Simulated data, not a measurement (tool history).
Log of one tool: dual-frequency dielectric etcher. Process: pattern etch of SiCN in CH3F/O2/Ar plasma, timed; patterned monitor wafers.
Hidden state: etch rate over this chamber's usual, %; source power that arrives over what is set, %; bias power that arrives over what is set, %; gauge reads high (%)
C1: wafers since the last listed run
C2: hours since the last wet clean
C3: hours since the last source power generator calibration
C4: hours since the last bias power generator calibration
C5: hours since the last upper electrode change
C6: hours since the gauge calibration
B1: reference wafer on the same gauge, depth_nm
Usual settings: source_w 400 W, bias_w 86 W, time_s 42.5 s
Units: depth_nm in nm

{"run": 1, "hour": 0.0, "source_w": 400, "bias_w": 86, "time_s": 42.5, "C1": 0, "C2": 472.6, "C3": 4718.6, "C4": 3096.6, "C5": 2020.8, "C6": 267, "B1": 21.05, "depth_nm": 19.62}
{"run": 2, "hour": 14.0, "source_w": 400, "bias_w": 86, "time_s": 42.5, "C1": 194, "C2": 486.6, "C3": 4732.6, "C4": 3110.6, "C5": 2034.8, "C6": 281, "B1": 20.95, "depth_nm": 19.96}
{"run": 3, "hour": 48.5, "source_w": 400, "bias_w": 86, "time_s": 45.5, "C1": 479, "C2": 521.1, "C3": 4767.1, "C4": 3145.1, "C5": 2069.3, "C6": 315.5, "B1": 20.98, "depth_nm": 21.37}
{"run": 4, "hour": 56.5, "source_w": 400, "bias_w": 86, "time_s": 45.5, "C1": 111, "C2": 529.1, "C3": 4775.1, "C4": 3153.1, "C5": 2077.3, "C6": 323.5, "B1": 21.03, "depth_nm": 21.43}
{"run": 5, "hour": 69.4, "source_w": 400, "bias_w": 86, "time_s": 45.5, "C1": 179, "C2": 542, "C3": 4788, "C4": 3166, "C5": 2090.2, "C6": 336.4, "B1": 21.06, "depth_nm": 21.36}
{"run": 6, "hour": 75.5, "source_w": 400, "bias_w": 86, "time_s": 42.5, "C1": 84, "C2": 548.1, "C3": 4794.1, "C4": 3172.1, "C5": 2096.3, "C6": 342.5, "B1": 21.02, "depth_nm": 20.26}
{"run": 7, "hour": 91.8, "source_w": 400, "bias_w": 86, "time_s": 33, "C1": 226, "C2": 564.4, "C3": 4810.4, "C4": 3188.4, "C5": 2112.6, "C6": 358.8, "B1": 20.99, "depth_nm": 15.54}
{"hour": 127.5, "done": "upper electrode replaced"}
{"run": 8, "hour": 128.0, "source_w": 400, "bias_w": 86, "time_s": 33, "C1": 169, "C2": 600.6, "C3": 4846.6, "C4": 3224.6, "C5": 0.5, "C6": 395, "B1": 21, "depth_nm": 15.67}
{"run": 9, "hour": 128.3, "source_w": 400, "bias_w": 86, "time_s": 42.5, "C1": 4, "C2": 600.9, "C3": 4846.9, "C4": 3224.9, "C5": 0.8, "C6": 395.3, "B1": 21.02, "depth_nm": 19.86}
{"run": 10, "hour": 130.6, "source_w": 400, "bias_w": 86, "time_s": 42.5, "C1": 31, "C2": 603.2, "C3": 4849.2, "C4": 3227.2, "C5": 3.1, "C6": 397.6, "B1": 20.98, "depth_nm": 20.12}
{"run": 11, "hour": 146.2, "source_w": 400, "bias_w": 86, "time_s": 42.5, "C1": 217, "C2": 618.8, "C3": 4864.8, "C4": 3242.8, "C5": 18.7, "C6": 413.2, "B1": 21.02, "depth_nm": 20}
{"hour": 172.8, "done": "source power generator calibrated"}
{"hour": 174.4, "done": "wet clean of the chamber"}
{"run": 12, "hour": 174.9, "source_w": 400, "bias_w": 86, "time_s": 42.5, "C1": 320, "C2": 0.5, "C3": 2.1, "C4": 3271.5, "C5": 47.4, "C6": 441.9, "B1": 21, "depth_nm": 20.82}
{"run": 13, "hour": 175.3, "source_w": 400, "bias_w": 86, "time_s": 42.5, "C1": 5, "C2": 0.9, "C3": 2.5, "C4": 3271.9, "C5": 47.8, "C6": 442.3, "B1": 21.01, "depth_nm": 20.48}
{"hour": 190.5, "done": "bias power generator calibrated"}
{"run": 14, "hour": 191.0, "source_w": 400, "bias_w": 86, "time_s": 42.5, "C1": 162, "C2": 16.6, "C3": 18.2, "C4": 0.5, "C5": 63.5, "C6": 458, "B1": 21.07, "depth_nm": 20.58}
{"run": 15, "hour": 195.5, "source_w": 400, "bias_w": 101, "time_s": 42.5, "C1": 62, "C2": 21.1, "C3": 22.7, "C4": 5, "C5": 68, "C6": 462.5, "B1": 21.01, "depth_nm": 22.11}
{"hour": 196.6, "done": "gauge calibrated"}
{"run": 16, "hour": 205.6, "source_w": 460, "bias_w": 68, "time_s": 42.5, "C1": 140, "C2": 31.2, "C3": 32.8, "C4": 15.1, "C5": 78.1, "C6": 9, "B1": 21.01, "depth_nm": 19.59}
{"run": 17, "hour": 218.1, "source_w": 430, "bias_w": 106, "time_s": 52.5, "C1": 173, "C2": 43.7, "C3": 45.3, "C4": 27.6, "C5": 90.6, "C6": 21.5, "B1": 20.99, "depth_nm": 28.45}
{"hour": 243.0, "done": "wet clean of the chamber, repeated, since the last time left the tool worse"}
{"run": 18, "hour": 246.2, "source_w": 470, "bias_w": 86, "time_s": 42.5, "C1": 57, "C2": 3.2, "C3": 73.4, "C4": 55.7, "C5": 118.7, "C6": 49.6, "B1": 20.98, "depth_nm": 20.39}
{"run": 19, "hour": 257.8, "source_w": 400, "bias_w": 86, "time_s": 42.5, "C1": 161, "C2": 14.8, "C3": 85, "C4": 67.3, "C5": 130.3, "C6": 61.2, "B1": 20.96, "depth_nm": 19.57}
{"run": 20, "hour": 265.6, "source_w": 400, "bias_w": 86, "time_s": 33, "C1": 108, "C2": 22.6, "C3": 92.8, "C4": 75.1, "C5": 138.1, "C6": 69, "B1": 21.02, "depth_nm": 15.25}
{"run": 21, "hour": 277.4, "source_w": 500, "bias_w": 86, "time_s": 31, "C1": 164, "C2": 34.4, "C3": 104.6, "C4": 86.9, "C5": 149.9, "C6": 80.8, "B1": 20.94, "depth_nm": 15.06}
{"run": 22, "hour": 294.7, "source_w": 400, "bias_w": 86, "time_s": 42.5, "C1": 240, "C2": 51.7, "C3": 121.9, "C4": 104.2, "C5": 167.2, "C6": 98.1, "B1": 20.94, "depth_nm": 19.45}
{"run": 23, "hour": 305.4, "source_w": 400, "bias_w": 107, "time_s": 47.5, "C1": 148, "C2": 62.4, "C3": 132.6, "C4": 114.9, "C5": 177.9, "C6": 108.8, "B1": 21.02, "depth_nm": 24.06}
{"run": 24, "hour": 312.7, "source_w": 400, "bias_w": 74, "time_s": 36.5, "C1": 101, "C2": 69.7, "C3": 139.9, "C4": 122.2, "C5": 185.2, "C6": 116.1, "B1": 21.03, "depth_nm": 15.82}
{"run": 25, "hour": 319.5, "source_w": 400, "bias_w": 86, "time_s": 42.5, "C1": 94, "C2": 76.5, "C3": 146.7, "C4": 129, "C5": 192, "C6": 122.9, "B1": 21.05, "depth_nm": 19.21}
{"run": 26, "hour": 337.0, "source_w": 400, "bias_w": 86, "time_s": 42.5, "C1": 243, "C2": 94, "C3": 164.2, "C4": 146.5, "C5": 209.5, "C6": 140.4, "B1": 21.05, "depth_nm": 19.45}
{"run": 27, "hour": 347.0, "source_w": 400, "bias_w": 86, "time_s": 35.5, "C1": 139, "C2": 104, "C3": 174.2, "C4": 156.5, "C5": 219.5, "C6": 150.4, "B1": 20.97, "depth_nm": 16.26}
{"run": 28, "hour": 362.9, "source_w": 430, "bias_w": 94, "time_s": 36, "C1": 221, "C2": 119.9, "C3": 190.1, "C4": 172.4, "C5": 235.4, "C6": 166.3, "B1": 21, "depth_nm": 17.51}
{"run": 29, "hour": 372.6, "source_w": 400, "bias_w": 86, "time_s": 33.5, "C1": 134, "C2": 129.6, "C3": 199.8, "C4": 182.1, "C5": 245.1, "C6": 176, "B1": 20.99, "depth_nm": 15.32}
{"run": 30, "hour": 381.0, "source_w": 330, "bias_w": 86, "time_s": 35.5, "C1": 116, "C2": 138, "C3": 208.2, "C4": 190.5, "C5": 253.5, "C6": 184.4, "B1": 20.98, "depth_nm": 15.47}
{"run": 31, "hour": 388.5, "source_w": 430, "bias_w": 86, "time_s": 42.5, "C1": 104, "C2": 145.5, "C3": 215.7, "C4": 198, "C5": 261, "C6": 191.9, "B1": 20.96, "depth_nm": 19.85}

Measured less the same run without the tool's hidden state. The same run-to-run variation is in both; the gauge's scatter may not be:
run=1 depth_nm=+0.5
run=2 depth_nm=+0.52
run=3 depth_nm=+0.6
run=4 depth_nm=+0.61
run=5 depth_nm=+0.63
run=6 depth_nm=+0.6
run=7 depth_nm=+0.47
run=8 depth_nm=+0.51
run=9 depth_nm=+0.64
run=10 depth_nm=+0.65
run=11 depth_nm=+0.66
run=12 depth_nm=+1.27
run=13 depth_nm=+1.25
run=14 depth_nm=+1.27
run=15 depth_nm=+1.38
run=16 depth_nm=+1.23
run=17 depth_nm=+1.8
run=18 depth_nm=+0.03
run=19 depth_nm=+0.04
run=20 depth_nm=+0.04
run=21 depth_nm=+0.06
run=22 depth_nm=+0.09
run=23 depth_nm=+0.13
run=24 depth_nm=+0.09
run=25 depth_nm=+0.11
run=26 depth_nm=+0.13
run=27 depth_nm=+0.12
run=28 depth_nm=+0.15
run=29 depth_nm=+0.13
run=30 depth_nm=+0.14
run=31 depth_nm=+0.19

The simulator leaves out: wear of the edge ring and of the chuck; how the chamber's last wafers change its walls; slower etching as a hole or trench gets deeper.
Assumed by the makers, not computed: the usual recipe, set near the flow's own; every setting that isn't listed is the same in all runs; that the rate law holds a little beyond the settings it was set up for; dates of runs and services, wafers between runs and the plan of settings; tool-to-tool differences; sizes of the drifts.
